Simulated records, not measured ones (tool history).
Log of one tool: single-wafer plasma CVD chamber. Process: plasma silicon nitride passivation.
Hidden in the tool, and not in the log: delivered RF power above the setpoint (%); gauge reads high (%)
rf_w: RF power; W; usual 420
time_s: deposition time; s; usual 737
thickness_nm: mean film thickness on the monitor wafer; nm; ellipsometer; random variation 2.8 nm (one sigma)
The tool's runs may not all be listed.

| run | hour | rf_w | time_s | wafers since the last listed run | hours since the last RF generator calibration | hours since the showerhead was replaced | hours since the gauge calibration | read-back reference wafer on the same gauge, thickness_nm | thickness_nm |
|---|---|---|---|---|---|---|---|---|---|
| 1 | 0 | 420 | 737 | 0 | 1954.5 | 4798.9 | 874.6 | 1009.964 | 1018.841 |
| 2 | 34.8 | 420 | 737 | 87 | 1989.3 | 4833.7 | 909.4 | 1010.345 | 1018.099 |
| 3 | 67.1 | 380 | 684 | 81 | 2021.6 | 4866 | 941.7 | 1010.205 | 899.792 |
| 4 | 85.7 | 380 | 684 | 46 | 2040.2 | 4884.6 | 960.3 | 1009.969 | 896.554 |
| 5 | 114.2 | 420 | 737 | 72 | 2068.7 | 4913.1 | 988.8 | 1010.284 | 1020.6 |
| 6 | 141 | 420 | 737 | 67 | 2095.5 | 4939.9 | 1015.6 | 1010.431 | 1024.465 |
| 7 | 166.8 | 420 | 737 | 65 | 2121.3 | 4965.7 | 1041.4 | 1009.923 | 1015.564 |
| 8 | 195.5 | 420 | 737 | 72 | 2150 | 4994.4 | 1070.1 | 1010.336 | 1022.772 |
| 9 | 216.3 | 420 | 693 | 52 | 2170.8 | 5015.2 | 1090.9 | 1011.087 | 955.958 |
| 10 | 236.5 | 420 | 693 | 51 | 2191 | 5035.4 | 1111.1 | 1010.203 | 952.698 |
| 11 | 279.4 | 420 | 737 | 108 | 2233.9 | 5078.3 | 1154 | 1009.063 | 1017.083 |
| 12 | 296.9 | 470 | 737 | 44 | 2251.4 | 5095.8 | 1171.5 | 1010.54 | 1074.075 |
| 13 | 312.5 | 470 | 737 | 39 | 2267 | 5111.4 | 1187.1 | 1010.278 | 1071.148 |
| 14 | 326.2 | 385 | 787 | 34 | 2280.7 | 5125.1 | 1200.8 | 1009.718 | 1033.286 |
| 15 | 340.5 | 385 | 787 | 36 | 2295 | 5139.4 | 1215.1 | 1009.702 | 1031.136 |
| 16 | 370.6 | 385 | 787 | 76 | 2325.1 | 5169.5 | 1245.2 | 1010.263 | 1030.212 |
| 17 | 387 | 420 | 737 | 41 | 2341.5 | 5185.9 | 1261.6 | 1010.301 | 1010.086 |
|  | 417.3 | gauge calibrated |
| 18 | 417.4 | 420 | 737 | 76 | 2371.9 | 5216.3 | 0.1 | 1009.816 | 1015.01 |
| 19 | 440.3 | 420 | 737 | 57 | 2394.8 | 5239.2 | 23 | 1010.289 | 1007.46 |
|  | 472.9 | showerhead replaced |
|  | 513.9 | RF generator calibrated |
| 20 | 517.6 | 420 | 737 | 154 | 3.7 | 44.7 | 100.3 | 1010.233 | 1051.443 |
| 21 | 546.3 | 420 | 737 | 72 | 32.4 | 73.4 | 129 | 1011.513 | 1049.115 |
| 22 | 631.8 | 420 | 737 | 216 | 117.9 | 158.9 | 214.5 | 1010.43 | 1052.334 |
| 23 | 647.6 | 420 | 737 | 39 | 133.7 | 174.7 | 230.3 | 1009.964 | 1052.038 |
| 24 | 679.7 | 470 | 825 | 81 | 165.8 | 206.8 | 262.4 | 1009.838 | 1247.752 |
| 25 | 706.7 | 490 | 809 | 68 | 192.8 | 233.8 | 289.4 | 1010.225 | 1247.769 |
| 26 | 735.9 | 490 | 642 | 73 | 222 | 263 | 318.6 | 1010.684 | 992.449 |
| 27 | 755.8 | 485 | 652 | 50 | 241.9 | 282.9 | 338.5 | 1010.082 | 998.305 |
| 28 | 769 | 470 | 848 | 33 | 255.1 | 296.1 | 351.7 | 1010.323 | 1272.512 |

The next listed run, before its measurement:
| 29 | 804.2 | 420 | 737 | 88 | 290.3 | 331.3 | 386.9 | ? | ? |

read-back reference wafer on the same gauge, thickness_nm: 1009.911
thickness_nm: 1050.066 nm
Without the tool's hidden state the same run would have given thickness_nm 1050.994 nm.
